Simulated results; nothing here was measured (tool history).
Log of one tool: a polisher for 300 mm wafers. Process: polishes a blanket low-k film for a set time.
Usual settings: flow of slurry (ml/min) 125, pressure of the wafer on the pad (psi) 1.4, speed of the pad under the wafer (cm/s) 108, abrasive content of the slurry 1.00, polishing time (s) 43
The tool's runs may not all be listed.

run	hour	flow of slurry (ml/min)	pressure of the wafer on the pad (psi)	speed of the pad under the wafer (cm/s)	abrasive content of the slurry	polishing time (s)	incoming thickness of the incoming film, nm	film removed (Å)
1	0.0	145	1.4	108	1.00	43	448.8	109
# hour 11.9: worn pad replaced by a new one
2	41.9	145	1.4	108	1.00	43	453.6	111
3	73.9	145	1.4	108	1.00	43	451.0	110
# hour 103.4: slurry nozzle cleaned
# hour 128.5: head pressure recalibrated
4	162.4	125	1.4	108	1.00	43	452.6	106
# hour 197.0: conditioning disc replaced and pad reconditioned
5	204.3	125	1.4	108	1.00	43	448.3	111
6	260.2	125	1.4	108	1.00	43	454.1	110
7	321.3	125	1.4	108	1.00	43	444.5	107
# hour 333.6: worn pad replaced by a new one
# hour 351.3: slurry blender recalibrated
8	387.6	125	1.4	108	1.00	43	454.2	111
# hour 444.2: slurry nozzle cleaned
9	551.3	145	1.4	108	1.00	43	450.8	108
# hour 605.6: conditioning disc replaced and pad reconditioned
# hour 658.3: worn pad replaced by a new one
# hour 665.4: slurry blender recalibrated
10	718.1	145	1.1	108	1.00	29	456.7	60
# hour 771.5: head pressure recalibrated
11	778.9	125	1.4	108	1.00	43	447.2	111
# hour 788.7: slurry nozzle cleaned
12	825.6	125	1.4	108	1.15	31	454.4	87
13	892.4	125	1.7	108	1.00	33	459.7	100
14	932.4	125	1.8	108	1.00	54	444.7	169
15	975.1	125	1.4	108	0.80	54	450.7	107
# hour 982.9: worn pad replaced by a new one
# hour 990.3: conditioning disc replaced and pad reconditioned
# hour 1008.7: slurry blender recalibrated
16	1012.4	125	1.4	108	1.00	43	444.5	114
17	1054.4	125	1.8	108	0.80	43	447.3	117

Run 18 comes next. What will it give?
18	1096.5	125	1.4	108	1.00	43	443.4	?

{"run 18": {"film removed (Å)": 111}}
Without the tool's hidden state the same run would have given film removed (Å) 114.
